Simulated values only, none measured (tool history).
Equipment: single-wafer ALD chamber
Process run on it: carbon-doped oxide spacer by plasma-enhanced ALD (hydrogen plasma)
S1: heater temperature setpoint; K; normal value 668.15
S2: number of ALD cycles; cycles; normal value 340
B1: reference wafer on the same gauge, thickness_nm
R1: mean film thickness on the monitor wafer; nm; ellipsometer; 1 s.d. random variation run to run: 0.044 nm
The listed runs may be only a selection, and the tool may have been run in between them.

Run 1, hour 0: usual settings but S2 356 cycles; B1 19.203. Result: R1 18.3 nm.
Run 2, hour 62.4: usual settings but S1 677.15 K; B1 19.155. Result: R1 17.375 nm.
Run 3, hour 152: usual settings but S1 677.15 K; B1 19.118. Result: R1 17.213 nm.
Run 4, hour 275.9: usual settings but S2 373 cycles; B1 19.052. Result: R1 19.069 nm.
Run 5, hour 348.2: usual settings but S2 373 cycles; B1 18.982. Result: R1 18.938 nm.
Run 6, hour 421.9: usual settings but S2 373 cycles; B1 18.917. Result: R1 18.848 nm.
At hour 462.6: thermocouple changed; heater temperature recalibrated.
Run 7, hour 483.8: usual settings but S1 676.15 K; B1 18.882. Result: R1 17.076 nm.
At hour 495.1: gauge calibrated.
Run 8, hour 527.7: usual settings; B1 19.31. Result: R1 17.65 nm.
Run 9, hour 613.4: usual settings but S1 661.15 K, S2 399 cycles; B1 19.303. Result: R1 20.643 nm.
Run 10, hour 675.1: usual settings but S1 661.15 K, S2 319 cycles; B1 19.299. Result: R1 16.447 nm.
Run 11, hour 766.1: usual settings but S1 657.15 K, S2 367 cycles; B1 19.27. Result: R1 18.995 nm.
Run 12, hour 856.7: usual settings but S1 663.15 K; B1 19.241. Result: R1 17.565 nm.
Run 13, hour 900.8: usual settings; B1 19.253. Result: R1 17.484 nm.
Run 14, hour 942.4: usual settings but S2 399 cycles; B1 19.213. Result: R1 20.548 nm.
Run 15, hour 1032.4: usual settings; B1 19.195. Result: R1 17.43 nm.
Run 16, hour 1106.2: usual settings but S1 664.15 K; B1 19.15. Result: R1 17.475 nm.

3 ways to go on from here, each from the tool as it stands after run 16. What would each give?
Run A, hour 1107.1: usual settings but S2 359 cycles; B1 ?. Result: R1 ?.
Run B, hour 1107.1: usual settings but S1 672.15 K, S2 302 cycles; B1 ?. Result: R1 ?.
Run C, hour 1107.1: usual settings but S1 677.15 K, S2 362 cycles; B1 ?. Result: R1 ?.

run      B1      R1
  A  19.139  18.394
  B  19.139  15.474
  C  19.139  18.385
With no hidden state in the tool, these same runs would have given:
run      R1
  A  18.544
  B    15.6
  C  18.535
